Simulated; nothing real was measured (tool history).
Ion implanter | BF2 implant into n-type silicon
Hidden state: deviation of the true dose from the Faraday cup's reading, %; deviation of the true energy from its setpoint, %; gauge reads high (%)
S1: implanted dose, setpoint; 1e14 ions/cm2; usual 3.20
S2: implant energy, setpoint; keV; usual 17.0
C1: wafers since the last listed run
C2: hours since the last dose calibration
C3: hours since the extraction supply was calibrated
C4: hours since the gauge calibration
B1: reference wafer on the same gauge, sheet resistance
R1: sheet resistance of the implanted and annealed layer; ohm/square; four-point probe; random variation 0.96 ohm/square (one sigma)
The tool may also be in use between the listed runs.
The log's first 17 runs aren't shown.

run,hour,S1,S2,C1,C2,C3,C4,B1,R1
18,1390.0,2.80,17.0,1081,308.6,831.0,447.5,281.60,389.47
19,1474.7,3.20,17.0,1589,393.3,915.7,532.2,281.75,350.44
20,1537.6,2.53,17.0,1180,456.2,978.6,595.1,282.06,428.07
21,1600.2,3.20,17.0,1174,518.8,1041.2,657.7,282.24,352.69
22,1660.8,3.20,21.0,1137,579.4,1101.8,718.3,282.07,344.70
23,1751.4,3.46,13.0,1700,670.0,1192.4,808.9,281.94,345.92
24,1859.2,2.31,19.0,2023,777.8,1300.2,916.7,282.03,459.23
# hour 1901.8: Faraday cup replaced and dose calibrated
25,1954.9,3.20,11.0,1645,53.1,1395.9,1012.4,281.95,374.89
26,2040.9,2.66,17.0,1614,139.1,1481.9,1098.4,282.35,408.96
27,2081.8,2.35,19.0,767,180.0,1522.8,1139.3,282.33,448.98
28,2132.3,3.75,17.0,947,230.5,1573.3,1189.8,281.66,307.80
29,2235.7,2.26,17.0,1940,333.9,1676.7,1293.2,281.96,468.36
30,2333.8,3.48,14.0,1841,432.0,1774.8,1391.3,282.16,339.13
31,2381.4,3.20,17.0,893,479.6,1822.4,1438.9,282.05,354.16
32,2480.3,2.95,17.0,1856,578.5,1921.3,1537.8,281.65,375.98
33,2556.7,2.41,13.5,1433,654.9,1997.7,1614.2,282.36,458.07
34,2615.1,3.20,19.0,1096,713.3,2056.1,1672.6,282.11,349.33
35,2684.1,2.53,17.0,1294,782.3,2125.1,1741.6,281.94,430.87
# hour 2745.3: Faraday cup replaced and dose calibrated
36,2762.9,3.20,17.0,1328,17.6,2203.9,1820.4,282.04,349.53
37,2861.7,2.28,17.0,1854,116.4,2302.7,1919.2,281.57,464.15
38,2955.8,3.20,17.0,1766,210.5,2396.8,2013.3,281.88,350.84

Forecast each of these 3 alternatives for the next run:
A,2956.2,3.20,17.0,7,210.9,2397.2,2013.7,?,?
B,2956.2,2.70,17.0,7,210.9,2397.2,2013.7,?,?
C,2956.2,4.10,13.5,7,210.9,2397.2,2013.7,?,?

run,B1,R1
A,281.53,349.08
B,281.53,401.17
C,281.53,300.74
Without the tool's hidden state the same runs would have given:
run,R1
A,348.09
B,399.98
C,300.00
